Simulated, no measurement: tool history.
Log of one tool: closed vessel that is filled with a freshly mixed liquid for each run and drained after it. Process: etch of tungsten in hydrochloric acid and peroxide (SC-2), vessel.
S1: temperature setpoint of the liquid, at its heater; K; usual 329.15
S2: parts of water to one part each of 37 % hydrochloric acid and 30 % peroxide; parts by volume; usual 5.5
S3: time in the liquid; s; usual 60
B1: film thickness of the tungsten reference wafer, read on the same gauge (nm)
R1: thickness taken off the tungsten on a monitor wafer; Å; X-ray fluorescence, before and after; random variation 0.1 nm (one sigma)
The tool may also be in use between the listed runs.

run,hour,S1,S2,S3,B1,R1
1,0,329.15,4,60,139.98,441.4
2,11.2,329.15,7,60,139.99,298.4
# hour 14.3: gauge calibrated
3,19.7,329.15,7,60,140.03,297.8
4,36.7,329.15,7,60,140.02,299.1
5,44.4,329.15,5,60,139.99,382.9
6,56.2,329.15,5,60,139.99,380.1
7,65.2,329.15,5.5,60,140.02,355.2
8,76.5,329.15,5.5,60,139.97,357
9,86.7,329.15,5.5,60,139.93,357.3
10,95,329.15,5.5,60,140.02,357.9
11,102.4,329.15,7.5,60,139.95,284.1
12,114.4,336.15,7,30,139.98,233.1
13,130.6,333.15,8,60,139.99,347.9
14,139.5,329.15,6.5,60,140.01,319
# hour 144.2: new drum of peroxide connected
15,146.6,323.65,8,45,140.03,141.4
16,164,329.15,4.5,40,139.98,274.5
# hour 175.9: chemicals flow meter replaced
17,178.8,329.15,5.5,30,140.03,170.2
# hour 185.4: gauge calibrated
# hour 186.2: thermometer replaced
18,192.4,329.15,5.5,60,139.97,338.1
19,208.9,329.15,5.5,60,139.98,340.9
20,224.5,322.65,6.5,60,139.99,195.4
21,234.1,329.15,5.5,60,139.98,339.5
22,241.7,324.65,4,30,139.99,158.5
23,251.9,329.15,5.5,40,139.98,227

The same runs without the tool's hidden state, with the same run-to-run variation:
The hidden state here: liquid colder than its thermometer reads (K); chemicals flow above the setpoint (%); peroxide weaker than its label (%); gauge reads high (%).
run,R1
1,415
2,277.4
3,276.7
4,277.8
5,357.7
6,354.9
7,331
8,332.5
9,332.6
10,333.1
11,262.9
12,215.8
13,321.2
14,295.5
15,130.4
16,255.9
17,167.2
18,332
19,334.5
20,191.4
21,332.7
22,155.6
23,222.3

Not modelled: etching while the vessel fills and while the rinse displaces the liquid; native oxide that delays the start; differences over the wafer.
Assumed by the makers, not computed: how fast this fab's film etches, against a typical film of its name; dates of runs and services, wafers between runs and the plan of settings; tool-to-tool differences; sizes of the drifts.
